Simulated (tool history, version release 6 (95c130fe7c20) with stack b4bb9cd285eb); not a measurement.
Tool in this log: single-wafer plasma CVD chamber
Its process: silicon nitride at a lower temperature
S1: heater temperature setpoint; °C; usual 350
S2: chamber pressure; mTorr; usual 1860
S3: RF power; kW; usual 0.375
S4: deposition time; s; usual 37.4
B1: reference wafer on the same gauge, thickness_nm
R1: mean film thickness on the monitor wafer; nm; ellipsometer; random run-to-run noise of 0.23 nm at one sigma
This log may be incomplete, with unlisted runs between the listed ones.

run   hour   S1    S2     S3    S4      B1      R1
  1      0  350  1860  0.375  37.4  50.802  55.425
  2   66.9  350  1860  0.375  37.4  50.782  55.125
  3  118.5  350  1860  0.375  37.4   50.79  55.464
  4  147.4  350  1860  0.375  37.4  50.862  55.127
  5  174.1  350  1860  0.375  37.4  50.743  55.183
  6  245.3  350  1860  0.375  37.4  50.854  54.368
     288.8  -- showerhead replaced
  7  301.3  350  1860  0.375  37.4   50.79  54.446
  8  337.2  350  1860  0.375  37.4   50.75  54.446
  9  393.6  350  1730  0.375  37.4    50.8  53.147
     412.3  -- thermocouple changed; heater temperature recalibrated
 10  417.8  350  1860  0.375  32.6   50.71  47.412
     462.7  -- RF generator calibrated
 11  476.3  350  1860  0.375  37.4  50.744  58.118
 12  501.5  350  1860  0.375  37.4  50.703  57.646
 13  567.9  350  1530  0.375  37.4  50.939  53.558
     624.6  -- capacitance manometer re-zeroed and calibrated
     661.2  -- gauge calibrated
 14  750.1  346  1860   0.42  37.4  50.834  62.516
 15  820.9  342  2090  0.375  32.5  50.781  52.227
 16  854.4  358  1860  0.375  43.2  50.833   66.31

Each row is a separate what-if for the run after 16, all from the same tool condition, not one after another. Results?
  A  854.8  350  1860  0.375  37.4   ?   ?
  B  854.8  359  1860  0.375  32.6   ?   ?
  C  854.8  339  1570  0.425  37.4   ?   ?
  D  854.8  350  1860  0.375  44.6   ?   ?

run      B1      R1
  A  50.837  57.278
  B  50.837   49.79
  C  50.837  58.645
  D  50.837   68.28
What these runs would have given with no unlogged condition in the tool:
run      R1
  A  57.615
  B  50.083
  C  58.968
  D  68.682
